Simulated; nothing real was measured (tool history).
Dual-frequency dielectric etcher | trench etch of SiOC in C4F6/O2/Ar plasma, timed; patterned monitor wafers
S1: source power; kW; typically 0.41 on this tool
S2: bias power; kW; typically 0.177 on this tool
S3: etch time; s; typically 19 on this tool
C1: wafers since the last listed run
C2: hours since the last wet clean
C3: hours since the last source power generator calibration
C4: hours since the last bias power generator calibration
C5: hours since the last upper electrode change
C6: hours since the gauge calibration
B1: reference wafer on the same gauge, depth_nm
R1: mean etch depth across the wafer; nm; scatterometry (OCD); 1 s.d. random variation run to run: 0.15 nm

run   hour    S1     S2    S3   C1     C2      C3      C4      C5     C6     B1     R1
  1      0  0.41  0.177  15.5    0    156  1430.7    1685  4355.6   74.6  42.38  30.49
  2     16  0.41  0.177  15.5  270    172  1446.7    1701  4371.6   90.6   42.4  30.63
  3     28  0.41  0.177    19  203    184  1458.7    1713  4383.6  102.6   42.4  37.61
  4   40.2  0.41  0.177    19  206  196.2  1470.9  1725.2  4395.8  114.8  42.38  37.61
  5   46.6  0.41  0.177    19  108  202.6  1477.3  1731.6  4402.2  121.2  42.37  37.65
  6   61.2  0.41  0.177    19  247  217.2  1491.9  1746.2  4416.8  135.8  42.37  37.85
  7   76.3  0.41  0.177    19  255  232.3    1507  1761.3  4431.9  150.9  42.38   37.6
      89.5  -- bias power generator calibrated
  8     90  0.41  0.177    22  164    246  1520.7     0.5  4445.6  164.6  42.42  43.72
  9  100.2  0.41  0.177    22  172  256.2  1530.9    10.7  4455.8  174.8  42.36  43.84
 10  115.8  0.41  0.177    19  264  271.8  1546.5    26.3  4471.4  190.4  42.44  37.88
 11  130.5  0.44  0.177    23  248  286.5  1561.2      41  4486.1  205.1  42.39  46.52
 12  146.3  0.41  0.177  15.5  267  302.3    1577    56.8  4501.9  220.9  42.37  30.87
 13    159  0.41  0.177    19  214    315  1589.7    69.5  4514.6  233.6  42.38  37.92
 14  174.4  0.41  0.209  23.5  260  330.4  1605.1    84.9    4530    249  42.41   49.5
 15  186.9  0.31  0.135  22.5  211  342.9  1617.6    97.4  4542.5  261.5  42.36  38.25
     215.6  -- source power generator calibrated
     216.4  -- upper electrode replaced
     217.8  -- wet clean of the chamber
 16  218.3  0.38  0.177    19  425    0.5     2.7   128.8     1.9  292.9   42.4   36.4
 17  218.6  0.41  0.177  17.5    5    0.8       3   129.1     2.2  293.2  42.42  34.05
 18    219  0.49  0.164    15    6    1.2     3.4   129.5     2.6  293.6  42.36  30.19
     228.3  -- gauge calibrated
 19  234.2  0.38  0.219    21  257   16.4    18.6   144.7    17.8    5.9  42.36  42.96
 20  251.3  0.41  0.177    19  289   33.5    35.7   161.8    34.9     23  42.37  37.04
 21    263  0.35  0.177    24  198   45.2    47.4   173.5    46.6   34.7  42.38  44.61
 22  274.3  0.31  0.177    19  191   56.5    58.7   184.8    57.9     46  42.41  34.41
 23  287.9  0.41  0.177    19  230   70.1    72.3   198.4    71.5   59.6   42.4  36.99

5 options for the next run, each taken on its own from the tool as it stands now. Forecast them:
  A  288.3  0.41  0.177    19   6  70.5  72.7  198.8  71.9  60   ?   ?
  B  288.3  0.31   0.22  23.5   6  70.5  72.7  198.8  71.9  60   ?   ?
  C  288.3  0.33  0.148  17.5   6  70.5  72.7  198.8  71.9  60   ?   ?
  D  288.3  0.51  0.177    19   6  70.5  72.7  198.8  71.9  60   ?   ?
  E  288.3  0.41  0.177  20.5   6  70.5  72.7  198.8  71.9  60   ?   ?

run     B1     R1
  A  42.42  37.52
  B  42.42  46.13
  C  42.42  30.75
  D  42.42  40.03
  E  42.42  40.48
With no hidden state in the tool, these same runs would have given:
run     R1
  A  37.49
  B  46.09
  C  30.72
  D  39.99
  E  40.45
